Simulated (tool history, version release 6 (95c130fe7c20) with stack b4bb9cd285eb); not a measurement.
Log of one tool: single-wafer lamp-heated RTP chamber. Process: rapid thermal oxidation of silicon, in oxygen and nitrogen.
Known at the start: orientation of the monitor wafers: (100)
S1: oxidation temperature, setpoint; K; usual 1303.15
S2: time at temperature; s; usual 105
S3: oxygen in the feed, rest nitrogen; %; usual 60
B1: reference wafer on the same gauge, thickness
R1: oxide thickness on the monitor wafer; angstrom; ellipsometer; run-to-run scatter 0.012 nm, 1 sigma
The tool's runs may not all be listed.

run 1 hour=0 | S1=1303.15 S2=105 S3=42 | B1=7.583 | R1=71.66
run 2 hour=21 | S1=1303.15 S2=105 S3=42 | B1=7.582 | R1=71.58
run 3 hour=45.6 | S1=1303.15 S2=105 S3=60 | B1=7.578 | R1=81.3
run 4 hour=67.1 | S1=1303.15 S2=105 S3=60 | B1=7.582 | R1=81.29
run 5 hour=102.8 | S1=1303.15 S2=105 S3=60 | B1=7.579 | R1=81.52
run 6 hour=136.3 | S1=1303.15 S2=105 S3=60 | B1=7.584 | R1=81.73
run 7 hour=160.4 | S1=1303.15 S2=105 S3=60 | B1=7.579 | R1=81.71
run 8 hour=176.2 | S1=1303.15 S2=105 S3=60 | B1=7.58 | R1=81.89
run 9 hour=196.6 | S1=1303.15 S2=105 S3=60 | B1=7.577 | R1=82.24
run 10 hour=227.7 | S1=1303.15 S2=105 S3=60 | B1=7.578 | R1=82.24
run 11 hour=241 | S1=1303.15 S2=105 S3=60 | B1=7.575 | R1=82.45
-- hour=252.2 pyrometer window cleaned and pyrometer calibrated
run 12 hour=271.6 | S1=1303.15 S2=105 S3=60 | B1=7.582 | R1=81.38
run 13 hour=301.1 | S1=1303.15 S2=119 S3=36 | B1=7.578 | R1=71.84
-- hour=319.1 oxygen flow controller replaced
run 14 hour=319.6 | S1=1303.15 S2=119 S3=36 | B1=7.579 | R1=71.8
run 15 hour=337.6 | S1=1303.15 S2=146 S3=60 | B1=7.581 | R1=94.54
run 16 hour=362.5 | S1=1330.15 S2=66 S3=31 | B1=7.58 | R1=63.21
run 17 hour=386.7 | S1=1303.15 S2=105 S3=52 | B1=7.577 | R1=77.2
run 18 hour=417.3 | S1=1303.15 S2=105 S3=60 | B1=7.58 | R1=81.61
run 19 hour=429.4 | S1=1283.15 S2=140 S3=60 | B1=7.58 | R1=80.58

Run 20 is up next; what results do you expect?
run 20 hour=459.4 | S1=1291.15 S2=150 S3=80 | B1=? | R1=?

B1: 7.578
R1: 98.19 angstrom
Had the tool carried no hidden state, the very same run would have given R1 97.34 angstrom.

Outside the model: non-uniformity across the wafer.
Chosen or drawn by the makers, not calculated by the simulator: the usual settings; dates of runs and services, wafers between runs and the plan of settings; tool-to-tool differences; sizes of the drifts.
